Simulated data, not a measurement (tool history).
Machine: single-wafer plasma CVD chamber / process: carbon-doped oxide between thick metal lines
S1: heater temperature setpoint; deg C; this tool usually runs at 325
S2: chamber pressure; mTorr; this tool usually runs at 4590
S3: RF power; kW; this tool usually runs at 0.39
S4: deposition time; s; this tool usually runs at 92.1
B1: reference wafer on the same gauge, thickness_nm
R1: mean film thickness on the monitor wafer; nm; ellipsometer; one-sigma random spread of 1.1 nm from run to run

run   hour   S1    S2     S3     S4       B1       R1
  1      0  325  4590   0.39   92.1  394.094  436.422
  2   19.9  325  4590   0.39   92.1  393.825  436.623
  3   54.7  325  4590   0.39   92.1  393.927  437.121
  4   74.9  325  4590   0.39   92.1  393.898  435.958
  5  102.3  325  4590   0.39   92.1  394.039  434.659
  6  125.9  325  5290   0.39   92.1  393.905  443.781
  7  207.8  325  5290   0.39   92.1  393.853  445.391
  8  227.3  325  5290   0.39   92.1  393.975  442.975
  9  241.3  325  4590   0.39  109.4  393.881  518.067
     270.2  -- capacitance manometer re-zeroed and calibrated
 10  327.6  314  4590   0.39   85.4  393.886  424.103
     342.6  -- thermocouple changed; heater temperature recalibrated
 11  345.3  334  4590   0.39   92.1  394.032  414.011
     378.9  -- showerhead replaced
 12  379.4  317  3680   0.39   92.1  394.177  429.858
 13  386.4  325  4590   0.39   92.1  394.013  424.032
 14  420.7  325  4590   0.39   92.1  393.878  424.866
 15  455.3  325  4590   0.39   92.1  393.896  424.887
 16  479.1  311  4590  0.425   92.1  393.683  489.314
 17  500.3  325  5700  0.355     80   393.81  345.798
 18  530.5  325  4240   0.39   77.6  393.863  355.004
 19  552.8  325  5220  0.345   80.1  394.162  333.558
 20  583.3  339  3470   0.47  105.6  394.142  532.212
 21  614.2  325  4590   0.39   92.1  393.866  425.291
 22  628.2  318  3740  0.415   92.1  394.404   452.47
 23  656.6  325  4590   0.39  109.4  393.926  501.177
 24  686.9  325  4590   0.39   92.1  393.948    424.1
 25  718.4  325  4590   0.39   92.1  394.146  423.405
 26  735.1  325  4590   0.44   92.1  393.864  473.715
 27  758.3  325  4590   0.39   92.1  393.996  422.926
 28  771.4  337  4260   0.39   79.2  393.922  345.899
 29  786.9  325  4590   0.39   92.1  394.178  420.207

Give the tool's hidden conditions for every run:
true pressure above the setpoint (%): 0 at every run
gauge reads high (%): 0 at every run
H1: wafer temperature above the value expected at the setpoint (K)
H2: delivered RF power above the setpoint (%)
run      H1      H2
  1   -4.22  -0.264
  2    -4.3  -0.312
  3   -4.45  -0.395
  4   -4.54  -0.443
  5   -4.65  -0.509
  6   -4.76  -0.565
  7   -5.13  -0.761
  8   -5.22  -0.808
  9   -5.28  -0.841
 10   -5.69   -1.05
 11  -0.672   -1.09
 12  -0.673   -1.17
 13  -0.674   -1.19
 14  -0.678   -1.27
 15  -0.686   -1.35
 16  -0.693   -1.41
 17    -0.7   -1.46
 18  -0.711   -1.53
 19  -0.722   -1.59
 20  -0.737   -1.66
 21  -0.755   -1.73
 22  -0.764   -1.77
 23  -0.783   -1.83
 24  -0.806   -1.91
 25  -0.831   -1.98
 26  -0.846   -2.02
 27  -0.867   -2.08
 28  -0.879   -2.11
 29  -0.895   -2.15
